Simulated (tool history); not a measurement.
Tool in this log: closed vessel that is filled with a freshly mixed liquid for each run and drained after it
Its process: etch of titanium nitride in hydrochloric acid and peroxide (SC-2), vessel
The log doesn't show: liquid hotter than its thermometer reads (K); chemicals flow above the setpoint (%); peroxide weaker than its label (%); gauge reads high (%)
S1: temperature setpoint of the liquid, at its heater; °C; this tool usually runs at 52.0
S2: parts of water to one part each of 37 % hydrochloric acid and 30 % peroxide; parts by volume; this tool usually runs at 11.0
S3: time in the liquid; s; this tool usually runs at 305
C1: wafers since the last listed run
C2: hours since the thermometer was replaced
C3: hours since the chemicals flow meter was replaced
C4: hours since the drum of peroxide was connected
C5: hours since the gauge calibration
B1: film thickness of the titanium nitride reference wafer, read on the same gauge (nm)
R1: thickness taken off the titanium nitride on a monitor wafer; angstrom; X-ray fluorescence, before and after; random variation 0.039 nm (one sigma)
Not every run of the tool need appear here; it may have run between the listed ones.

| run | hour | S1 | S2 | S3 | C1 | C2 | C3 | C4 | C5 | B1 | R1 |
|---|---|---|---|---|---|---|---|---|---|---|---|
| 1 | 0.0 | 52.0 | 11.0 | 225 | 0 | 710.0 | 168.3 | 759.7 | 379.6 | 70.00 | 45.8 |
| 2 | 38.3 | 52.0 | 11.0 | 225 | 2608 | 748.3 | 206.6 | 798.0 | 417.9 | 69.99 | 45.3 |
| 3 | 89.2 | 56.0 | 7.5 | 305 | 3466 | 799.2 | 257.5 | 848.9 | 468.8 | 69.98 | 110.3 |
| 4 | 131.5 | 52.0 | 14.5 | 305 | 2880 | 841.5 | 299.8 | 891.2 | 511.1 | 70.01 | 48.7 |
| 5 | 188.5 | 52.0 | 14.5 | 305 | 3881 | 898.5 | 356.8 | 948.2 | 568.1 | 69.98 | 48.5 |
| 6 | 244.4 | 52.0 | 14.5 | 305 | 3806 | 954.4 | 412.7 | 1004.1 | 624.0 | 70.01 | 47.9 |
| 7 | 271.2 | 52.0 | 11.0 | 305 | 1825 | 981.2 | 439.5 | 1030.9 | 650.8 | 70.00 | 60.9 |
| 8 | 300.6 | 52.0 | 11.0 | 305 | 2002 | 1010.6 | 468.9 | 1060.3 | 680.2 | 70.03 | 60.7 |
|  | 424.9 | new drum of peroxide connected |
| 9 | 507.4 | 52.0 | 11.0 | 305 | 14014 | 1217.4 | 675.7 | 82.5 | 887.0 | 70.01 | 64.2 |
| 10 | 536.5 | 52.0 | 11.0 | 305 | 1981 | 1246.5 | 704.8 | 111.6 | 916.1 | 70.01 | 64.4 |
| 11 | 592.3 | 45.0 | 14.0 | 305 | 3799 | 1302.3 | 760.6 | 167.4 | 971.9 | 70.00 | 32.3 |
| 12 | 660.5 | 60.0 | 7.5 | 255 | 4644 | 1370.5 | 828.8 | 235.6 | 1040.1 | 70.00 | 121.4 |
|  | 668.6 | gauge calibrated |
| 13 | 699.4 | 48.0 | 8.0 | 460 | 2649 | 1409.4 | 867.7 | 274.5 | 30.8 | 70.01 | 95.0 |
| 14 | 765.0 | 56.5 | 14.5 | 205 | 4467 | 1475.0 | 933.3 | 340.1 | 96.4 | 70.02 | 45.4 |
|  | 777.9 | thermometer replaced |
| 15 | 789.4 | 44.0 | 11.0 | 305 | 1593 | 11.5 | 957.7 | 364.5 | 120.8 | 69.99 | 37.2 |
| 16 | 817.5 | 52.0 | 13.5 | 425 | 1913 | 39.6 | 985.8 | 392.6 | 148.9 | 69.96 | 73.9 |
|  | 824.4 | chemicals flow meter replaced |
| 17 | 844.9 | 52.0 | 8.0 | 305 | 1797 | 67.0 | 20.5 | 420.0 | 176.3 | 70.03 | 82.3 |
| 18 | 895.1 | 57.5 | 11.0 | 305 | 3418 | 117.2 | 70.7 | 470.2 | 226.5 | 70.01 | 90.1 |
| 19 | 955.0 | 48.0 | 9.0 | 365 | 4079 | 177.1 | 130.6 | 530.1 | 286.4 | 70.02 | 68.8 |
| 20 | 1023.1 | 52.0 | 14.5 | 305 | 4637 | 245.2 | 198.7 | 598.2 | 354.5 | 70.00 | 49.5 |
| 21 | 1073.4 | 52.0 | 11.0 | 305 | 3425 | 295.5 | 249.0 | 648.5 | 404.8 | 70.03 | 63.4 |
| 22 | 1109.4 | 58.5 | 15.0 | 230 | 2451 | 331.5 | 285.0 | 684.5 | 440.8 | 69.98 | 54.9 |
| 23 | 1172.2 | 55.5 | 12.5 | 305 | 4276 | 394.3 | 347.8 | 747.3 | 503.6 | 70.02 | 70.0 |
| 24 | 1223.8 | 52.0 | 11.0 | 175 | 3513 | 445.9 | 399.4 | 798.9 | 555.2 | 69.98 | 35.6 |
| 25 | 1292.2 | 52.0 | 11.0 | 305 | 4658 | 514.3 | 467.8 | 867.3 | 623.6 | 70.02 | 62.5 |
| 26 | 1320.9 | 49.5 | 14.5 | 305 | 1954 | 543.0 | 496.5 | 896.0 | 652.3 | 70.01 | 41.3 |
| 27 | 1392.5 | 52.0 | 12.5 | 305 | 4875 | 614.6 | 568.1 | 967.6 | 723.9 | 69.97 | 55.3 |
| 28 | 1418.3 | 52.0 | 11.0 | 420 | 1756 | 640.4 | 593.9 | 993.4 | 749.7 | 70.01 | 85.2 |

State the hidden condition of the tool at each of the runs:
liquid hotter than its thermometer reads (K): 0 in every run
chemicals flow above the setpoint (%): 0 in every run
gauge reads high (%): 0 in every run
H1: peroxide weaker than its label (%)
| run | H1 |
|---|---|
| 1 | 4.8 |
| 2 | 5 |
| 3 | 5.26 |
| 4 | 5.48 |
| 5 | 5.78 |
| 6 | 6.07 |
| 7 | 6.21 |
| 8 | 6.36 |
| 9 | 0.74 |
| 10 | 0.892 |
| 11 | 1.18 |
| 12 | 1.54 |
| 13 | 1.74 |
| 14 | 2.08 |
| 15 | 2.21 |
| 16 | 2.35 |
| 17 | 2.5 |
| 18 | 2.76 |
| 19 | 3.07 |
| 20 | 3.42 |
| 21 | 3.68 |
| 22 | 3.87 |
| 23 | 4.2 |
| 24 | 4.47 |
| 25 | 4.82 |
| 26 | 4.97 |
| 27 | 5.34 |
| 28 | 5.48 |

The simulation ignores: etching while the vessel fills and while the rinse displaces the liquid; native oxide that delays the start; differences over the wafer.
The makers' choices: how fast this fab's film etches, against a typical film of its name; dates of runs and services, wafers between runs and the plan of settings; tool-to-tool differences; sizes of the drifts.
